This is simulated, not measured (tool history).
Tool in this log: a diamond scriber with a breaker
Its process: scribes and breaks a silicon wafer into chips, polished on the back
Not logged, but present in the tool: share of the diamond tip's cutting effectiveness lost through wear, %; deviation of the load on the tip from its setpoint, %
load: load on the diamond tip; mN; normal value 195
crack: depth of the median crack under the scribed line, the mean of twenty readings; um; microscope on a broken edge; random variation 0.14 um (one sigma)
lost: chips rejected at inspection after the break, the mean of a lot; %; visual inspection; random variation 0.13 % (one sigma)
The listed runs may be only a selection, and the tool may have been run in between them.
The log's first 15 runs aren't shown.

run	hour	load	wafers since the last listed run	hours since the diamond tip was replaced	hours since the load on the tip was calibrated	incoming depth of the damage left on the back of the incoming wafer, um	crack	lost
# hour 796: diamond tip replaced by a new one
16	813.7	195	64	17.7	230.4	0.04	8.44	1.69
17	852.6	195	82	56.6	269.3	0.05	8.45	1.97
18	881.3	195	61	85.3	298	0.05	8.48	1.91
19	932.1	164	108	136.1	348.8	0.03	7.31	3.69
20	980.8	174	103	184.8	397.5	0.02	7.87	3.55
21	1029.5	195	103	233.5	446.2	0.03	8.17	2.21
22	1081.8	244	111	285.8	498.5	0.03	9.14	2.13
23	1108.4	162	56	312.4	525.1	0.04	7.26	5.45
24	1139.9	227	67	343.9	556.6	0.01	8.95	1.57
25	1207.6	252	144	411.6	624.3	0.03	9.12	2.53
26	1274	140	141	478	690.7	0.05	6.88	8.61
27	1298.1	225	51	502.1	714.8	0.02	8.88	1.56
28	1352	158	114	556	768.7	0.03	7.44	5.23
29	1392	195	85	596	808.7	0.03	8.02	2.43
30	1449.1	153	121	653.1	865.8	0.05	7.37	6.66
31	1476.2	195	57	680.2	892.9	0.05	8.12	2.21
32	1509.8	247	71	713.8	926.5	0.02	9.27	2.23
# hour 1516.1: diamond tip replaced by a new one
33	1542.7	177	65	26.6	959.4	0.02	8.54	1.8
34	1612.3	175	148	96.2	1029	0.04	8.11	2.33
35	1671	195	125	154.9	1087.7	0.03	8.56	1.66
36	1704.7	176	71	188.6	1121.4	0.03	8.16	2.35
37	1742.6	142	80	226.5	1159.3	0.02	7.21	5.15
38	1777.5	228	74	261.4	1194.2	0.02	9.59	2.43

Consider 3 possible next runs. They are alternatives, not a sequence: every one starts from the tool as it was left by run 38. What does each give?
A	1778.1	195	1	262	1194.8	0.03	?	?
B	1778.1	215	1	262	1194.8	0.03	?	?
C	1778.1	217	1	262	1194.8	0.03	?	?

run	crack	lost
A	8.56	1.89
B	9.05	1.92
C	9.1	1.96
Without the tool's hidden state the same runs would have given:
run	crack	lost
A	8.79	1.81
B	9.29	2.18
C	9.34	2.26
